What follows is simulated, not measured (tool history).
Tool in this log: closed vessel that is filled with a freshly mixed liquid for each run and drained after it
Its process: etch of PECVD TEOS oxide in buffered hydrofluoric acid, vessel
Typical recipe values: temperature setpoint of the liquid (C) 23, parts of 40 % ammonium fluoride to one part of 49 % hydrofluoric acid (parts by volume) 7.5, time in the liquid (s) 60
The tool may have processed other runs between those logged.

run	hour	temperature setpoint of the liquid (C)	parts of 40 % ammonium fluoride to one part of 49 % hydrofluoric acid (parts by volume)	time in the liquid (s)	read-back film thickness of the PECVD TEOS oxide reference wafer, read on the same gauge (nm)	thickness taken off the PECVD TEOS oxide on a monitor wafer (Å)
1	0	23	7.5	60	90	2023.3
2	26.4	23	7.5	60	89.99	2014.9
3	48.4	23	7.5	60	89.98	2051.6
4	74	23	7.5	60	90	2034.1
5	105.4	23	7.5	60	90.04	2090.7
6	140.9	23	7.5	60	89.97	2034.2
7	168.7	23	7.5	60	89.99	2096.5
8	195	23	7.5	60	90	2079.8
9	289.6	23	7.5	60	90	2114.7
# hour 296.2: gauge calibrated
10	316.2	21.5	5	30	90.01	1409.2
# hour 350.5: thermometer replaced
11	351.4	27.5	7.5	40	90.02	1676.4
12	374.6	27.5	8.5	45	89.97	1659.7
13	408.6	20	5	35	90	1417.8
14	438.4	23	7.5	60	90	2013.3
15	469.4	27	10	50	89.98	1603.7
16	500.7	27	7.5	30	90	1258.3
17	536.7	20	5	35	89.99	1424.1
# hour 547.4: hydrofluoric acid flow meter replaced
18	550.6	23	7.5	60	90.01	1994.9
19	569.5	26	7.5	85	90.02	3454
20	585.4	19.5	6.5	40	89.97	1300.2
21	621.1	23	7.5	60	90	2071.4
22	649.1	25.5	9.5	60	90.01	1906.9
23	670.2	27	7.5	60	89.98	2631.5
24	690	23	7.5	60	89.99	2128
25	718.6	21	6.5	35	90.01	1264.3
26	737.9	25	6	50	90.01	2383.4
27	757.1	18	5	50	90.01	1923.4
28	791.6	21	5	85	90.01	3928.9
29	819.7	23	10	60	89.98	1634.2
30	834.4	23	7.5	40	89.99	1421.3
# hour 843.7: thermometer replaced
31	860.9	23	7.5	60	90.01	1997
32	884.8	26.5	8.5	60	90	2113.3
33	904	25	7.5	60	90.01	2191.2

Pick out some run-to-run changes in thickness taken off the PECVD TEOS oxide on a monitor wafer (Å). Of each, how much would a tool without hidden state show as well, from the settings, what came in and chance, and how much is left for the hidden state and any gauge scatter not in both results compared?
The hidden state here: liquid hotter than its thermometer reads (K); hydrofluoric acid flow above the setpoint (%); gauge reads high (%).
Run 10 -> 11: temperature setpoint of the liquid (C) 21.5 -> 27.5, parts of 40 % ammonium fluoride to one part of 49 % hydrofluoric acid (parts by volume) 5 -> 7.5, time in the liquid (s) 30 -> 40, thermometer replaced. thickness taken off the PECVD TEOS oxide on a monitor wafer (Å) +267.2: hidden state -103.6, all else +370.8.
Run 19 -> 20: temperature setpoint of the liquid (C) 26 -> 19.5, parts of 40 % ammonium fluoride to one part of 49 % hydrofluoric acid (parts by volume) 7.5 -> 6.5, time in the liquid (s) 85 -> 40. thickness taken off the PECVD TEOS oxide on a monitor wafer (Å) -2153.8: hidden state -80.3, all else -2073.5.
Run 27 -> 28: temperature setpoint of the liquid (C) 18 -> 21, time in the liquid (s) 50 -> 85. thickness taken off the PECVD TEOS oxide on a monitor wafer (Å) +2005.5: hidden state +162.3, all else +1843.2.
Run 28 -> 29: temperature setpoint of the liquid (C) 21 -> 23, parts of 40 % ammonium fluoride to one part of 49 % hydrofluoric acid (parts by volume) 5 -> 10, time in the liquid (s) 85 -> 60. thickness taken off the PECVD TEOS oxide on a monitor wafer (Å) -2294.7: hidden state -170.3, all else -2124.4.
